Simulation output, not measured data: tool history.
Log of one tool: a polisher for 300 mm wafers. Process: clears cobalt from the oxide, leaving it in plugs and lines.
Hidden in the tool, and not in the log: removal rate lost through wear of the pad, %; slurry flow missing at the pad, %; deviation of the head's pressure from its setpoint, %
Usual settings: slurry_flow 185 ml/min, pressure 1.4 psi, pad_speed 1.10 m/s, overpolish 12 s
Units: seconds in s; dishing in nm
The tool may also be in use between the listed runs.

| run | hour | slurry_flow | pressure | pad_speed | overpolish | wafers since the last listed run | wafers polished on this pad | hours since the slurry nozzle was cleaned | hours since the head pressure was calibrated | incoming thickness of the incoming film, nm | seconds | dishing |
|---|---|---|---|---|---|---|---|---|---|---|---|---|
| 1 | 0.0 | 185 | 1.7 | 1.10 | 14 | 0 | 234 | 293.8 | 731.8 | 233.8 | 55.4 | 40.0 |
| 2 | 31.1 | 185 | 1.7 | 1.10 | 14 | 298 | 532 | 324.9 | 762.9 | 229.9 | 55.1 | 39.0 |
| 3 | 59.3 | 185 | 1.4 | 1.10 | 7 | 270 | 803 | 353.1 | 791.1 | 228.3 | 68.8 | 20.7 |
| 4 | 74.2 | 185 | 1.4 | 1.10 | 7 | 143 | 946 | 368.0 | 806.0 | 232.6 | 69.7 | 20.0 |
| 5 | 90.2 | 185 | 1.4 | 1.10 | 7 | 153 | 1099 | 384.0 | 822.0 | 232.9 | 71.6 | 20.3 |
| 6 | 125.8 | 185 | 1.4 | 1.10 | 12 | 341 | 1441 | 419.6 | 857.6 | 232.2 | 72.0 | 30.1 |
| 7 | 145.8 | 185 | 1.4 | 1.10 | 12 | 191 | 1633 | 439.6 | 877.6 | 229.1 | 71.3 | 30.5 |
|  | 170.7 | worn pad replaced by a new one |
| 8 | 174.0 | 185 | 1.4 | 1.10 | 14 | 232 | 31 | 467.8 | 905.8 | 228.4 | 63.1 | 35.9 |
| 9 | 199.6 | 185 | 1.4 | 1.10 | 14 | 245 | 277 | 493.4 | 931.4 | 230.1 | 66.7 | 35.4 |
| 10 | 232.2 | 185 | 1.4 | 1.10 | 14 | 312 | 589 | 526.0 | 964.0 | 229.4 | 68.2 | 34.3 |
| 11 | 257.9 | 185 | 1.4 | 1.10 | 12 | 246 | 836 | 551.7 | 989.7 | 230.8 | 69.8 | 30.0 |
| 12 | 274.5 | 185 | 1.4 | 1.10 | 12 | 159 | 995 | 568.3 | 1006.3 | 233.0 | 70.5 | 31.3 |
| 13 | 293.3 | 185 | 1.4 | 1.10 | 12 | 180 | 1176 | 587.1 | 1025.1 | 231.0 | 70.8 | 30.4 |
| 14 | 315.7 | 185 | 1.4 | 1.10 | 12 | 214 | 1391 | 609.5 | 1047.5 | 232.8 | 71.9 | 31.0 |
| 15 | 345.5 | 185 | 1.4 | 1.10 | 12 | 286 | 1677 | 639.3 | 1077.3 | 229.2 | 70.4 | 30.5 |
|  | 361.0 | worn pad replaced by a new one, of another model than before |
| 16 | 373.2 | 185 | 1.4 | 1.10 | 12 | 227 | 117 | 667.0 | 1105.0 | 230.0 | 64.9 | 32.0 |
| 17 | 406.5 | 125 | 1.6 | 0.96 | 19 | 319 | 436 | 700.3 | 1138.3 | 232.9 | 74.2 | 40.9 |
|  | 420.0 | head pressure recalibrated |
| 18 | 422.5 | 230 | 1.4 | 1.00 | 12 | 134 | 571 | 716.3 | 2.5 | 227.8 | 69.7 | 31.0 |
| 19 | 461.4 | 165 | 1.9 | 1.10 | 12 | 373 | 944 | 755.2 | 41.4 | 230.3 | 56.7 | 35.1 |
|  | 481.3 | slurry nozzle cleaned |
| 20 | 481.8 | 160 | 1.8 | 0.78 | 8 | 186 | 1130 | 0.5 | 61.8 | 229.1 | 74.8 | 21.2 |
| 21 | 499.8 | 220 | 1.9 | 0.90 | 14 | 172 | 1303 | 18.5 | 79.8 | 229.6 | 63.7 | 36.0 |
| 22 | 520.7 | 185 | 1.4 | 1.10 | 12 | 200 | 1504 | 39.4 | 100.7 | 233.6 | 71.5 | 30.8 |
|  | 543.3 | worn pad replaced by a new one |
| 23 | 550.3 | 205 | 1.4 | 1.44 | 12 | 245 | 67 | 69.0 | 130.3 | 230.5 | 51.4 | 37.6 |

The next listed run, before its measurement:
| 24 | 570.4 | 185 | 1.0 | 1.10 | 12 | 192 | 260 | 89.1 | 150.4 | 228.4 | ? | ? |

Run 24 gave seconds 80.7 s, dishing 27.5 nm.
Without the tool's hidden state the same run would have given seconds 77.6 s, dishing 28.3 nm.
